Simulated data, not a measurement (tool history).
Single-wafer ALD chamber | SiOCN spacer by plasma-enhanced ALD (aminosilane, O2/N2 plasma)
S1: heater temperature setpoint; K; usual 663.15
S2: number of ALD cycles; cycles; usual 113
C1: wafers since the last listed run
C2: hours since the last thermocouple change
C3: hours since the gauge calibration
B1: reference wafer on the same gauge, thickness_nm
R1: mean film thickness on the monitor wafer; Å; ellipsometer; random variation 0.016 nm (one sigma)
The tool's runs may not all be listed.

| run | hour | S1 | S2 | C1 | C2 | C3 | B1 | R1 |
|---|---|---|---|---|---|---|---|---|
| 1 | 0.0 | 663.15 | 113 | 0 | 1468.4 | 544.7 | 7.764 | 65.65 |
| 2 | 44.5 | 663.15 | 113 | 142 | 1512.9 | 589.2 | 7.767 | 65.76 |
| 3 | 114.6 | 663.15 | 113 | 225 | 1583.0 | 659.3 | 7.775 | 65.91 |
| 4 | 162.6 | 663.15 | 113 | 154 | 1631.0 | 707.3 | 7.782 | 65.86 |
| 5 | 188.3 | 663.15 | 113 | 82 | 1656.7 | 733.0 | 7.785 | 65.61 |
| 6 | 216.7 | 663.15 | 113 | 91 | 1685.1 | 761.4 | 7.791 | 65.71 |
| 7 | 260.6 | 663.15 | 98 | 140 | 1729.0 | 805.3 | 7.796 | 57.08 |
| 8 | 301.6 | 663.15 | 98 | 131 | 1770.0 | 846.3 | 7.801 | 57.47 |
| 9 | 338.1 | 663.15 | 98 | 117 | 1806.5 | 882.8 | 7.809 | 57.46 |
| 10 | 386.1 | 663.15 | 113 | 154 | 1854.5 | 930.8 | 7.816 | 66.13 |
| 11 | 454.4 | 663.15 | 113 | 219 | 1922.8 | 999.1 | 7.826 | 66.44 |
| 12 | 520.1 | 663.15 | 113 | 210 | 1988.5 | 1064.8 | 7.843 | 66.49 |
| 13 | 554.0 | 652.15 | 113 | 108 | 2022.4 | 1098.7 | 7.851 | 66.45 |
|  | 563.4 | gauge calibrated |
| 14 | 588.2 | 652.15 | 113 | 109 | 2056.6 | 24.8 | 7.676 | 65.28 |
|  | 611.0 | thermocouple changed; heater temperature recalibrated |
| 15 | 641.4 | 663.15 | 113 | 145 | 30.4 | 78.0 | 7.676 | 64.96 |
| 16 | 685.6 | 663.15 | 113 | 141 | 74.6 | 122.2 | 7.685 | 64.86 |
| 17 | 725.0 | 663.15 | 113 | 126 | 114.0 | 161.6 | 7.684 | 65.10 |
| 18 | 777.5 | 671.15 | 94 | 168 | 166.5 | 214.1 | 7.680 | 54.07 |
| 19 | 823.6 | 663.15 | 113 | 148 | 212.6 | 260.2 | 7.685 | 65.13 |
| 20 | 874.9 | 663.15 | 113 | 164 | 263.9 | 311.5 | 7.688 | 64.84 |
| 21 | 926.5 | 669.15 | 94 | 165 | 315.5 | 363.1 | 7.691 | 54.14 |
| 22 | 970.3 | 663.15 | 135 | 140 | 359.3 | 406.9 | 7.694 | 77.91 |
| 23 | 1005.4 | 677.15 | 130 | 112 | 394.4 | 442.0 | 7.701 | 74.68 |
| 24 | 1039.7 | 663.15 | 113 | 110 | 428.7 | 476.3 | 7.699 | 65.35 |
| 25 | 1102.7 | 650.15 | 105 | 202 | 491.7 | 539.3 | 7.709 | 60.55 |
| 26 | 1142.4 | 663.15 | 113 | 127 | 531.4 | 579.0 | 7.715 | 65.39 |
| 27 | 1170.4 | 676.15 | 96 | 89 | 559.4 | 607.0 | 7.718 | 55.59 |
| 28 | 1244.6 | 667.15 | 92 | 238 | 633.6 | 681.2 | 7.727 | 53.40 |
| 29 | 1286.2 | 663.15 | 113 | 133 | 675.2 | 722.8 | 7.729 | 65.27 |
| 30 | 1356.7 | 649.15 | 121 | 226 | 745.7 | 793.3 | 7.737 | 70.27 |
| 31 | 1385.1 | 663.15 | 113 | 91 | 774.1 | 821.7 | 7.742 | 65.22 |
| 32 | 1436.3 | 678.15 | 102 | 164 | 825.3 | 872.9 | 7.752 | 58.57 |
| 33 | 1495.5 | 663.15 | 113 | 190 | 884.5 | 932.1 | 7.766 | 65.62 |
| 34 | 1558.1 | 675.15 | 135 | 200 | 947.1 | 994.7 | 7.775 | 78.76 |

Hidden state or all else? Some run-to-run changes of R1, split into what the settings, what came in and random variation would give without the hidden state, and what is left for the hidden state (with any gauge scatter that isn't in both results):
The hidden state here: wafer temperature above the value expected at the setpoint (K); gauge reads high (%).
Run 9 -> 10: S2 98 -> 113. R1 +8.67 Å: hidden state +0.19, all else +8.48.
Run 13 -> 14: gauge calibrated. R1 -1.17 Å: hidden state -1.45, all else +0.28.
Run 21 -> 22: S1 669.15 -> 663.15, S2 94 -> 135. R1 +23.77 Å: hidden state +0.01, all else +23.76.
Run 28 -> 29: S1 667.15 -> 663.15, S2 92 -> 113. R1 +11.87 Å: hidden state +0.09, all else +11.78.
Run 33 -> 34: S1 663.15 -> 675.15, S2 113 -> 135. R1 +13.14 Å: hidden state +0.22, all else +12.92.
